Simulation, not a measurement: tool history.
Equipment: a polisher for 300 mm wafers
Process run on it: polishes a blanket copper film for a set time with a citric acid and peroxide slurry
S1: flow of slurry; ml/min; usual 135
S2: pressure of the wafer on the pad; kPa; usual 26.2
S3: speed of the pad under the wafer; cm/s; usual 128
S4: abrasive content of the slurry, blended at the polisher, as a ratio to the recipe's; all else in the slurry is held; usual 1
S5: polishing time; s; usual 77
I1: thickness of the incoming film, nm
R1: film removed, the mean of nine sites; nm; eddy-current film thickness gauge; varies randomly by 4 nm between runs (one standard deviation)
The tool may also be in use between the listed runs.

| run | hour | S1 | S2 | S3 | S4 | S5 | I1 | R1 |
|---|---|---|---|---|---|---|---|---|
| 1 | 0 | 135 | 26.2 | 154 | 1 | 77 | 1279.5 | 300 |
|  | 15.1 | slurry nozzle cleaned |
| 2 | 71 | 135 | 26.2 | 128 | 1 | 77 | 1246.3 | 243.5 |
| 3 | 117.2 | 135 | 26.2 | 128 | 1 | 77 | 1242.5 | 243.2 |
|  | 119.7 | slurry blender recalibrated |
| 4 | 187.9 | 135 | 26.2 | 128 | 1 | 77 | 1247.9 | 273.1 |
| 5 | 234.5 | 135 | 26.2 | 128 | 1 | 77 | 1256.5 | 273.3 |
|  | 257.4 | worn pad replaced by a new one |
| 6 | 259.6 | 135 | 26.2 | 128 | 1 | 77 | 1253.9 | 267.5 |
| 7 | 300.9 | 135 | 26.2 | 128 | 1 | 77 | 1262.9 | 261.1 |
| 8 | 347.1 | 135 | 26.2 | 128 | 1 | 77 | 1258.9 | 252.2 |
| 9 | 412.1 | 135 | 26.2 | 128 | 1 | 77 | 1272.8 | 252.4 |
| 10 | 442 | 135 | 26.2 | 128 | 1 | 69 | 1251 | 228.6 |
|  | 463.4 | slurry nozzle cleaned |
| 11 | 486.4 | 135 | 26.2 | 152 | 1 | 84 | 1274.9 | 324 |
| 12 | 510.6 | 135 | 26.2 | 128 | 1 | 87 | 1266.2 | 271.1 |
|  | 528 | slurry blender recalibrated |
| 13 | 542 | 135 | 26.2 | 128 | 1 | 77 | 1261.8 | 264.6 |
| 14 | 585.9 | 135 | 26.2 | 128 | 1 | 77 | 1281.5 | 263.4 |

Run 15 is up next; what results do you expect?
| 15 | 627.5 | 135 | 26.2 | 128 | 1 | 56 | 1249.5 | ? |

R1: 187.6 nm
With no hidden state in the tool, this same run would have given R1 194.1 nm.
